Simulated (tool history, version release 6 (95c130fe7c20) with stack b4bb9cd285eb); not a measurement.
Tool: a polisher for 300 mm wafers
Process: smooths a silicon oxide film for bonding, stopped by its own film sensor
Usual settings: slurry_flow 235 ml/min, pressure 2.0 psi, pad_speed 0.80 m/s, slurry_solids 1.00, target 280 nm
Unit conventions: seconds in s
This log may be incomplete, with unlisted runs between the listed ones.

run	day	slurry_flow	pressure	pad_speed	slurry_solids	target	wafers since the last listed run	wafers polished on this pad	hours since the slurry nozzle was cleaned	hours since the head pressure was calibrated	hours since the slurry blender was calibrated	incoming thickness of the incoming film, nm	seconds
1	0.000	235	2.0	0.80	1.00	280	0	380	399.6	408.1	162.8	317.5	63.8
# day 0.004: slurry blender recalibrated
2	1.225	235	2.0	0.80	1.00	280	202	582	429.0	437.5	29.3	321.3	69.6
3	1.829	235	2.0	0.80	1.00	280	100	683	443.5	452.0	43.8	317.4	64.7
4	2.629	235	2.0	0.80	1.00	280	132	815	462.7	471.2	63.0	316.4	63.1
# day 2.821: head pressure recalibrated
# day 3.875: worn pad replaced by a new one
5	4.475	280	2.0	0.80	0.90	280	264	99	507.0	39.7	107.3	321.7	73.2
6	5.642	235	2.0	0.80	1.10	280	193	292	535.0	67.7	135.3	323.0	69.7
7	6.567	235	2.0	0.80	1.10	280	153	445	557.2	89.9	157.5	319.6	65.6
# day 6.971: slurry blender recalibrated
8	7.279	235	2.0	0.80	1.00	280	104	550	574.3	107.0	7.4	319.1	66.5
9	8.392	235	2.0	0.80	1.00	280	184	734	601.0	133.7	34.1	319.4	67.9
10	9.004	235	2.0	0.80	1.00	280	101	836	615.7	148.4	48.8	318.9	65.8
11	9.600	235	2.0	0.80	1.00	280	98	934	630.0	162.7	63.1	315.6	60.6
12	10.208	235	2.0	0.60	1.00	280	100	1035	644.6	177.3	77.7	321.9	91.1
# day 10.525: worn pad replaced by a new one
13	11.517	235	2.0	0.60	1.00	280	189	164	676.0	208.7	109.1	319.3	83.0
14	12.358	235	2.0	0.60	1.00	280	139	303	696.2	228.9	129.3	322.2	91.1
# day 13.700: slurry blender recalibrated
15	13.821	235	2.0	0.80	1.00	280	228	532	731.3	264.0	2.9	317.6	63.0
16	14.925	290	1.5	0.52	1.00	280	182	715	757.8	290.5	29.4	319.1	121.8
17	15.675	235	1.8	0.94	1.00	280	124	839	775.8	308.5	47.4	321.1	67.6
# day 16.321: worn pad replaced by a new one
18	16.742	235	2.0	0.80	1.00	280	149	70	801.4	334.1	73.0	315.3	60.3
19	17.550	235	2.0	0.80	1.00	280	133	204	820.8	353.5	92.4	320.4	68.4
20	18.612	175	1.4	0.80	0.90	280	176	380	846.3	379.0	117.9	313.9	89.6
# day 19.158: slurry nozzle cleaned
21	19.746	235	2.5	0.60	1.00	272	180	561	14.1	406.2	145.1	319.0	79.5
# day 20.308: slurry blender recalibrated
22	20.608	235	2.0	0.80	1.00	280	129	690	34.8	426.9	7.2	316.0	63.1
23	21.246	235	2.0	0.80	1.30	271	105	795	50.1	442.2	22.5	318.8	72.3
24	21.804	300	2.0	1.02	1.30	280	92	888	63.5	455.6	35.9	321.2	51.0
# day 22.554: worn pad replaced by a new one
# day 23.029: head pressure recalibrated
25	23.246	235	2.0	0.80	1.00	280	197	100	98.1	5.2	70.5	320.6	69.3
26	24.412	190	2.0	1.04	1.00	292	193	294	126.1	33.2	98.5	317.4	35.9
# day 26.417: slurry blender recalibrated
27	27.708	285	2.0	0.68	1.00	280	532	826	205.2	112.3	31.0	322.6	83.0
# day 28.046: worn pad replaced by a new one
28	28.983	235	1.5	1.06	0.70	271	183	155	235.8	142.9	61.6	316.5	95.8
29	30.033	235	1.7	0.62	0.80	292	173	329	261.0	168.1	86.8	316.3	68.1
30	30.833	235	2.2	0.80	1.00	280	132	461	280.2	187.3	106.0	324.6	69.7

Exercise: give the hidden state of the tool at every run:
removal rate lost through wear of the pad, %: 0, the same for each run
slurry flow missing at the pad, %: 0, the same for each run
deviation of the head's pressure from its setpoint, %: 0, the same for each run
abrasive missing from the slurry, %: 0, the same for each run

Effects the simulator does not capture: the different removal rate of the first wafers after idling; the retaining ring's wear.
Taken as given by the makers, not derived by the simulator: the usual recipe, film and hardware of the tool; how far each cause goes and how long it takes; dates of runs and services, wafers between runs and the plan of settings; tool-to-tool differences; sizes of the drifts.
